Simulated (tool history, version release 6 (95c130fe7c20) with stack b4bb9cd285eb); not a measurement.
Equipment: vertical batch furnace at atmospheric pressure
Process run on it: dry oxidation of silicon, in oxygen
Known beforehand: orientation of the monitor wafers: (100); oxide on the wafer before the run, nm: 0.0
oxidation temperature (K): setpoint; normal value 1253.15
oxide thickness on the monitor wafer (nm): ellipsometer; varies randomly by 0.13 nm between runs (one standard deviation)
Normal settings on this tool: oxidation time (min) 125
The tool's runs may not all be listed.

| run | hour | oxidation temperature (K) | oxidation time (min) | wafers since the last listed run | hours since the last temperature calibration | hours since the boat lift was adjusted | hours since the gauge calibration | read-back reference wafer on the same gauge, thickness | oxide thickness on the monitor wafer (nm) |
|---|---|---|---|---|---|---|---|---|---|
| 1 | 0 | 1253.15 | 125 | 0 | 4569.5 | 2049 | 445.4 | 59.12 | 75.09 |
| 2 | 25.7 | 1253.15 | 125 | 181 | 4595.2 | 2074.7 | 471.1 | 59.1 | 75.22 |
|  | 28.7 | gauge calibrated |
| 3 | 46 | 1253.15 | 125 | 143 | 4615.5 | 2095 | 17.3 | 59.12 | 74.99 |
| 4 | 61 | 1253.15 | 125 | 106 | 4630.5 | 2110 | 32.3 | 59.1 | 75.19 |
| 5 | 83.4 | 1253.15 | 125 | 158 | 4652.9 | 2132.4 | 54.7 | 59.08 | 75.02 |
| 6 | 117.8 | 1253.15 | 125 | 243 | 4687.3 | 2166.8 | 89.1 | 59.1 | 75.21 |
| 7 | 135.2 | 1253.15 | 125 | 123 | 4704.7 | 2184.2 | 106.5 | 59.11 | 75.3 |
| 8 | 164.9 | 1253.15 | 125 | 210 | 4734.4 | 2213.9 | 136.2 | 59.09 | 75.14 |
| 9 | 181.7 | 1253.15 | 125 | 118 | 4751.2 | 2230.7 | 153 | 59.1 | 75.04 |
| 10 | 211.9 | 1253.15 | 125 | 213 | 4781.4 | 2260.9 | 183.2 | 59.12 | 75.03 |
| 11 | 230 | 1253.15 | 125 | 128 | 4799.5 | 2279 | 201.3 | 59.08 | 75.34 |
| 12 | 247.5 | 1253.15 | 125 | 123 | 4817 | 2296.5 | 218.8 | 59.09 | 75.15 |
| 13 | 277.7 | 1253.15 | 125 | 213 | 4847.2 | 2326.7 | 249 | 59.12 | 75.31 |
| 14 | 291.7 | 1253.15 | 125 | 99 | 4861.2 | 2340.7 | 263 | 59.11 | 75.33 |
|  | 323.9 | boat lift adjusted |
|  | 339.5 | thermocouples replaced and temperature profile calibrated |
| 15 | 340 | 1229.15 | 101 | 61 | 0.5 | 16.1 | 311.3 | 59.11 | 54.42 |
| 16 | 345.4 | 1231.15 | 69.5 | 38 | 5.9 | 21.5 | 316.7 | 59.09 | 43.1 |
| 17 | 375.1 | 1253.15 | 103 | 210 | 35.6 | 51.2 | 346.4 | 59.12 | 67.04 |
| 18 | 398.3 | 1253.15 | 125 | 164 | 58.8 | 74.4 | 369.6 | 59.1 | 76.94 |
|  | 490.8 | gauge calibrated |
|  | 520.6 | thermocouples replaced and temperature profile calibrated, repeated, since the last time left the tool worse |
| 19 | 521.1 | 1275.15 | 84 | 699 | 0.5 | 197.2 | 30.3 | 59.12 | 67.91 |

Predict the results of run 20:
| 20 | 526.5 | 1253.15 | 125 | 38 | 5.9 | 202.6 | 35.7 | ? | ? |

read-back reference wafer on the same gauge, thickness: 59.11
oxide thickness on the monitor wafer (nm): 72.77
If the tool had no hidden condition, the same run with the same run-to-run variation would have returned oxide thickness on the monitor wafer (nm) 72.62.
